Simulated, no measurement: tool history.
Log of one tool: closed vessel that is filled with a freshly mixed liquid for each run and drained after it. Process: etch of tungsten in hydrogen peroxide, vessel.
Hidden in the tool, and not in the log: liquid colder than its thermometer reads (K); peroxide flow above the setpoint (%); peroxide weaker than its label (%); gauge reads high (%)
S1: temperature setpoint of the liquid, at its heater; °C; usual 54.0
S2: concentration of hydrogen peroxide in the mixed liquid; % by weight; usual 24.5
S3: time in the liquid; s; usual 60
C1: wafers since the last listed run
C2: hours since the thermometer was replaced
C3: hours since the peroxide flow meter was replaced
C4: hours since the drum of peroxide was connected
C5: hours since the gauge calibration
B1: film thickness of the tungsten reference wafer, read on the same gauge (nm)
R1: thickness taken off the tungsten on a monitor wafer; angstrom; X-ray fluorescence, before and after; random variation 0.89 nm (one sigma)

run   hour    S1    S2  S3     C1      C2      C3     C4     C5      B1      R1
  1    0.0  54.0  24.5  60      0   939.0  1420.8  724.4  522.2  110.01  1382.4
  2   34.6  54.0  24.5  60   5108   973.6  1455.4  759.0  556.8  109.97  1372.2
  3   52.3  54.0  24.5  60   2613   991.3  1473.1  776.7  574.5  109.99  1360.0
  4   67.2  54.0  28.5  60   2200  1006.2  1488.0  791.6  589.4  110.01  1456.4
  5  100.5  54.0  24.5  60   4916  1039.5  1521.3  824.9  622.7  109.99  1384.1
  6  128.9  54.0  24.5  60   4193  1067.9  1549.7  853.3  651.1  110.03  1374.4
  7  147.9  54.0  24.5  60   2805  1086.9  1568.7  872.3  670.1  109.93  1364.9
  8  176.4  49.5  24.5  60   4208  1115.4  1597.2  900.8  698.6  109.97  1038.1
  9  188.6  54.0  24.5  60   1801  1127.6  1609.4  913.0  710.8  109.95  1358.8
 10  215.1  54.0  24.5  60   3912  1154.1  1635.9  939.5  737.3  109.97  1375.9
 11  236.2  54.0  24.5  60   3115  1175.2  1657.0  960.6  758.4  110.00  1367.1
     261.3  -- gauge calibrated
 12  268.5  54.0  24.5  70   4769  1207.5  1689.3  992.9    7.2  110.03  1599.9
     271.8  -- new drum of peroxide connected
 13  300.3  54.0  24.5  70   4547  1239.3  1721.1   28.5   39.0  110.00  1588.3
 14  329.9  54.0  24.5  60   4370  1268.9  1750.7   58.1   68.6  110.03  1362.9
 15  344.3  57.5  24.5  60   2126  1283.3  1765.1   72.5   83.0  109.98  1701.3
 16  378.7  60.0  28.0  60   5079  1317.7  1799.5  106.9  117.4  109.98  2075.9
 17  481.7  54.0  24.5  75  15208  1420.7  1902.5  209.9  220.4  109.95  1686.1
 18  496.6  54.0  24.5  60   2200  1435.6  1917.4  224.8  235.3  110.00  1356.7
     505.7  -- peroxide flow meter replaced
 19  519.8  49.5  18.5  40   3277  1458.8    14.1  248.0  258.5  109.98   560.6
     528.3  -- thermometer replaced
 20  545.5  45.5  24.5  60   3647    17.2    39.8  273.7  284.2  109.99   855.7
 21  570.7  62.0  19.0  30   3720    42.4    65.0  298.9  309.4  109.98  1001.1
 22  604.5  61.5  21.0  90   4990    76.2    98.8  332.7  343.2  110.06  3052.7
 23  621.9  54.0  24.5  60   2569    93.6   116.2  350.1  360.6  109.97  1442.8
 24  641.0  54.0  24.5  60   2820   112.7   135.3  369.2  379.7  110.04  1431.0
 25  655.5  54.0  24.5  40   2141   127.2   149.8  383.7  394.2  110.02   944.7
 26  669.8  58.5  24.5  80   2111   141.5   164.1  398.0  408.5  109.96  2466.8
 27  701.5  54.0  27.0  45   4680   173.2   195.8  429.7  440.2  109.99  1116.5

How the hidden state differs across the entries between the runs, from the last listed run before each to the first after it:
Between runs 11 and 12: gauge calibrated (hour 261.3)
  liquid colder than its thermometer reads (K): 1.64 -> 1.68; peroxide flow above the setpoint (%): 11.7 -> 12
  measured less the result without the state, R1: -59.7 -> -72.3 angstrom
Between runs 12 and 13: new drum of peroxide connected (hour 271.8)
  liquid colder than its thermometer reads (K): 1.68 -> 1.72; peroxide flow above the setpoint (%): 12 -> 12.2
  measured less the result without the state, R1: -72.3 -> -74.1 angstrom
Between runs 18 and 19: peroxide flow meter replaced (hour 505.7)
  liquid colder than its thermometer reads (K): 1.95 -> 1.98; peroxide flow above the setpoint (%): 13.5 -> 1.35
  measured less the result without the state, R1: -74.8 -> -68.5 angstrom
Between runs 19 and 20: thermometer replaced (hour 528.3)
  liquid colder than its thermometer reads (K): 1.98 -> 0.0974; peroxide flow above the setpoint (%): 1.35 -> 1.53
  measured less the result without the state, R1: -68.5 -> +1.1 angstrom

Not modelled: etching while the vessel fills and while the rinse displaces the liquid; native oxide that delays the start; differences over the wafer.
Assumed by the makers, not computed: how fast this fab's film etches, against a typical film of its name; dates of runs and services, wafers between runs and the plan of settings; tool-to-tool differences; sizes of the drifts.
